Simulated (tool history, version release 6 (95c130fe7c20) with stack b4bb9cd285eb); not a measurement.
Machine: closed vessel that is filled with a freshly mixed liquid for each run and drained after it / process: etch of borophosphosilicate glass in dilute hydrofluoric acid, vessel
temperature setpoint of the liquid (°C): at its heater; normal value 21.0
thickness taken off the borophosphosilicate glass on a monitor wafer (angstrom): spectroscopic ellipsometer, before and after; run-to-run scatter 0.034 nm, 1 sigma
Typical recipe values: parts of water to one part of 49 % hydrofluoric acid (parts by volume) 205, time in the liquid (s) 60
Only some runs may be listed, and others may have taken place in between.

run,hour,temperature setpoint of the liquid (°C),parts of water to one part of 49 % hydrofluoric acid (parts by volume),time in the liquid (s),wafers since the last listed run,hours since the thermometer was replaced,hours since the hydrofluoric acid flow meter was replaced,hours since the gauge calibration,"read-back film thickness of the borophosphosilicate glass reference wafer, read on the same gauge (nm)",thickness taken off the borophosphosilicate glass on a monitor wafer (angstrom)
1,0.0,21.0,135,70,0,1298.3,756.2,72.6,109.25,147.6
2,31.5,21.0,135,70,2955,1329.8,787.7,104.1,109.10,145.4
3,57.6,21.0,235,60,2448,1355.9,813.8,130.2,108.95,65.1
4,90.1,21.0,270,60,3048,1388.4,846.3,162.7,108.83,54.8
5,124.8,23.0,205,60,3255,1423.1,881.0,197.4,108.70,82.1
6,140.7,23.0,205,60,1491,1439.0,896.9,213.3,108.62,82.7
7,168.1,17.0,235,60,2570,1466.4,924.3,240.7,108.51,55.4
8,188.7,21.0,155,60,1932,1487.0,944.9,261.3,108.43,105.6
# hour 220.1: hydrofluoric acid flow meter replaced
9,221.3,21.0,205,60,2964,1519.6,1.2,293.9,108.36,75.9
10,235.7,17.0,165,85,1350,1534.0,15.6,308.3,108.30,118.2
11,261.6,21.0,205,60,2429,1559.9,41.5,334.2,108.22,75.8
12,285.6,21.0,205,60,2251,1583.9,65.5,358.2,108.15,76.3
13,313.7,17.0,235,60,2636,1612.0,93.6,386.3,108.10,55.2
14,339.4,23.5,255,35,2410,1637.7,119.3,412.0,108.02,37.5
15,358.2,23.0,160,60,1763,1656.5,138.1,430.8,108.00,109.5
# hour 370.4: thermometer replaced
16,379.6,23.0,285,50,1913,9.2,159.5,452.2,107.94,44.9
17,393.2,24.0,205,75,1275,22.8,173.1,465.8,107.90,106.2
18,418.0,21.0,205,60,2326,47.6,197.9,490.6,107.85,75.7
19,442.6,24.0,120,85,2307,72.2,222.5,515.2,107.81,227.0
20,466.8,23.5,205,80,2270,96.4,246.7,539.4,107.75,111.2
21,497.6,21.0,205,60,2889,127.2,277.5,570.2,107.69,76.0
22,522.8,26.0,230,60,2364,152.4,302.7,595.4,107.64,78.7
23,553.7,26.0,275,80,2898,183.3,333.6,626.3,107.63,83.6
24,568.4,22.5,305,60,1379,198.0,348.3,641.0,107.62,48.9
25,583.8,21.0,205,60,1444,213.4,363.7,656.4,107.58,75.3
26,606.1,23.5,175,60,2091,235.7,386.0,678.7,107.57,100.2
27,634.8,25.5,280,50,2692,264.4,414.7,707.4,107.51,50.6
28,661.7,21.0,205,60,2523,291.3,441.6,734.3,107.49,75.9
29,680.8,21.0,205,60,1791,310.4,460.7,753.4,107.44,75.7
30,710.5,21.0,230,70,2786,340.1,490.4,783.1,107.43,76.8
31,732.1,17.0,115,30,2026,361.7,512.0,804.7,107.37,62.4

Forecast each of these 5 alternatives for the next run:
A,732.8,21.0,205,60,65,362.4,512.7,805.4,?,?
B,732.8,17.0,205,60,65,362.4,512.7,805.4,?,?
C,732.8,17.0,155,80,65,362.4,512.7,805.4,?,?
D,732.8,21.0,305,85,65,362.4,512.7,805.4,?,?
E,732.8,26.0,175,45,65,362.4,512.7,805.4,?,?

run,"read-back film thickness of the borophosphosilicate glass reference wafer, read on the same gauge (nm)",thickness taken off the borophosphosilicate glass on a monitor wafer (angstrom)
A,107.43,75.6
B,107.43,64.7
C,107.43,119.5
D,107.43,65.4
E,107.43,82.7
What these runs would have given with no unlogged condition in the tool:
run,thickness taken off the borophosphosilicate glass on a monitor wafer (angstrom)
A,77.4
B,66.3
C,122.4
D,67.0
E,84.7

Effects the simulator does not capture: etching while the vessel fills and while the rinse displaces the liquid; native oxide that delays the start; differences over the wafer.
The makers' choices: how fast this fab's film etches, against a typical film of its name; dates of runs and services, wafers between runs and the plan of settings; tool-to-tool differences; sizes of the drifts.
